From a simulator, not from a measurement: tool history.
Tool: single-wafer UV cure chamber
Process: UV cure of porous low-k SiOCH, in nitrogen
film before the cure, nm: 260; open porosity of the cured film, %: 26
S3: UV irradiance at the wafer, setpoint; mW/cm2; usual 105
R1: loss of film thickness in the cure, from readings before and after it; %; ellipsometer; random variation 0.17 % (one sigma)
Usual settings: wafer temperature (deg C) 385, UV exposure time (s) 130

run 1 hour=0 | wafer_temperature_(deg_C)=385 UV_exposure_time_(s)=130 S3=105 | R1=11.211
run 2 hour=46.4 | wafer_temperature_(deg_C)=385 UV_exposure_time_(s)=130 S3=105 | R1=11.348
run 3 hour=121.3 | wafer_temperature_(deg_C)=385 UV_exposure_time_(s)=130 S3=105 | R1=10.793
run 4 hour=218.8 | wafer_temperature_(deg_C)=385 UV_exposure_time_(s)=130 S3=105 | R1=10.543
-- hour=243.2 quartz window cleaned
run 5 hour=320 | wafer_temperature_(deg_C)=385 UV_exposure_time_(s)=130 S3=85 | R1=10.106
run 6 hour=409.2 | wafer_temperature_(deg_C)=385 UV_exposure_time_(s)=130 S3=85 | R1=10.116
-- hour=682.5 quartz window cleaned
run 7 hour=728.6 | wafer_temperature_(deg_C)=385 UV_exposure_time_(s)=130 S3=105 | R1=11.375
run 8 hour=831.4 | wafer_temperature_(deg_C)=385 UV_exposure_time_(s)=130 S3=105 | R1=11.367
run 9 hour=907.8 | wafer_temperature_(deg_C)=385 UV_exposure_time_(s)=130 S3=105 | R1=10.996
run 10 hour=963.8 | wafer_temperature_(deg_C)=385 UV_exposure_time_(s)=130 S3=105 | R1=11.152
run 11 hour=1002.6 | wafer_temperature_(deg_C)=385 UV_exposure_time_(s)=130 S3=105 | R1=10.983
-- hour=1088.3 quartz window cleaned
run 12 hour=1125.3 | wafer_temperature_(deg_C)=385 UV_exposure_time_(s)=65 S3=71 | R1=6.316
run 13 hour=1201.7 | wafer_temperature_(deg_C)=385 UV_exposure_time_(s)=130 S3=105 | R1=11.151
run 14 hour=1297.7 | wafer_temperature_(deg_C)=385 UV_exposure_time_(s)=65 S3=71 | R1=6.255
-- hour=1359.1 UV bulbs replaced
run 15 hour=1363.7 | wafer_temperature_(deg_C)=393 UV_exposure_time_(s)=55 S3=121 | R1=7.597
run 16 hour=1427.2 | wafer_temperature_(deg_C)=404 UV_exposure_time_(s)=65 S3=76 | R1=6.499
run 17 hour=1467.7 | wafer_temperature_(deg_C)=385 UV_exposure_time_(s)=155 S3=119 | R1=12.12
-- hour=1519.7 quartz window cleaned
run 18 hour=1567.3 | wafer_temperature_(deg_C)=376 UV_exposure_time_(s)=130 S3=105 | R1=11.59

Run 19 comes next. What will it give?
run 19 hour=1671.5 | wafer_temperature_(deg_C)=385 UV_exposure_time_(s)=85 S3=66 | R1=?

{"run 19": {"R1": 6.869}}
Without the tool's hidden state the same run would have given R1 6.969 %.
